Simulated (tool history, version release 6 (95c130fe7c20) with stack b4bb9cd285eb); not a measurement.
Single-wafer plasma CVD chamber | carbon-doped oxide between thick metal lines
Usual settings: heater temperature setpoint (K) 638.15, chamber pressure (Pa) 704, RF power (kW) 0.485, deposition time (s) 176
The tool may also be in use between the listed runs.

run   hour  heater temperature setpoint (K)  chamber pressure (Pa)  RF power (kW)  deposition time (s)  wafers since the last listed run  hours since the last thermocouple change  hours since the last RF generator calibration  hours since the last manometer calibration  hours since the showerhead was replaced  hours since the gauge calibration  read-back reference wafer on the same gauge, thickness_nm  mean film thickness on the monitor wafer (Å)
  1      0                           646.15                    704           0.54                  176                                 0                                     888.7                                         2149.3                                      1573.4                                   5525.2                              384.2                                                    974.638                                       9711.94
  2   11.5                           646.15                    704           0.54                  176                               117                                     900.2                                         2160.8                                      1584.9                                   5536.7                              395.7                                                     972.22                                       9700.85
  3   18.6                           646.15                    704           0.54                  176                                72                                     907.3                                         2167.9                                        1592                                   5543.8                              402.8                                                    973.408                                       9675.57
  4   30.1                           638.15                    704          0.485                  176                               117                                     918.8                                         2179.4                                      1603.5                                   5555.3                              414.3                                                    972.527                                       9052.43
  5   45.7                           638.15                    704          0.525                  176                               159                                     934.4                                           2195                                      1619.1                                   5570.9                              429.9                                                    972.052                                       9641.71
  6   53.9                           638.15                    704          0.525                  176                                83                                     942.6                                         2203.2                                      1627.3                                   5579.1                              438.1                                                    973.427                                       9693.79
  7   66.7                           638.15                    704          0.525                  176                               130                                     955.4                                           2216                                      1640.1                                   5591.9                              450.9                                                    973.725                                       9604.89
  8   75.1                           638.15                    704          0.485                  176                                85                                     963.8                                         2224.4                                      1648.5                                   5600.3                              459.3                                                    973.434                                       8993.82
  9   83.6                           638.15                    704          0.545                  193                                86                                     972.3                                         2232.9                                        1657                                   5608.8                              467.8                                                    972.769                                      10848.66
 10   97.1                           638.15                    704          0.545                  193                               137                                     985.8                                         2246.4                                      1670.5                                   5622.3                              481.3                                                    973.688                                      10828.22
 11  150.7                           638.15                    704          0.485                  152                               547                                    1039.4                                           2300                                      1724.1                                   5675.9                              534.9                                                    973.938                                       7824.32
 12  165.7                           638.15                    704          0.485                  156                               153                                    1054.4                                           2315                                      1739.1                                   5690.9                              549.9                                                    972.425                                       7997.32
 13  173.4                           638.15                    704          0.485                  156                                78                                    1062.1                                         2322.7                                      1746.8                                   5698.6                              557.6                                                    973.047                                       7952.44
 14  182.5                           638.15                    856          0.485                  176                                92                                    1071.2                                         2331.8                                      1755.9                                   5707.7                              566.7                                                    973.207                                       9315.42
     186.7  -- gauge calibrated
 15    193                           644.15                    809           0.57                  165                               107                                    1081.7                                         2342.3                                      1766.4                                   5718.2                                6.3                                                     973.12                                       9717.74
 16  200.5                           646.15                    704          0.485                  187                                76                                    1089.2                                         2349.8                                      1773.9                                   5725.7                               13.8                                                    971.718                                       9381.28
 17  208.2                           638.15                    704          0.465                  176                                78                                    1096.9                                         2357.5                                      1781.6                                   5733.4                               21.5                                                    972.892                                       8679.97
     228.7  -- thermocouple changed; heater temperature recalibrated
 18  229.2                           638.15                    704          0.485                  176                               132                                       0.5                                         2378.5                                      1802.6                                   5754.4                               42.5                                                    974.279                                       9004.07

The next listed run, before its measurement:
 19  236.7                           638.15                    805          0.525                  176                                76                                         8                                           2386                                      1810.1                                   5761.9                                 50                                                          ?                                             ?

read-back reference wafer on the same gauge, thickness_nm: 972.807
mean film thickness on the monitor wafer (Å): 9843.42
Without the tool's hidden state the same run would have given mean film thickness on the monitor wafer (Å) 10422.49.

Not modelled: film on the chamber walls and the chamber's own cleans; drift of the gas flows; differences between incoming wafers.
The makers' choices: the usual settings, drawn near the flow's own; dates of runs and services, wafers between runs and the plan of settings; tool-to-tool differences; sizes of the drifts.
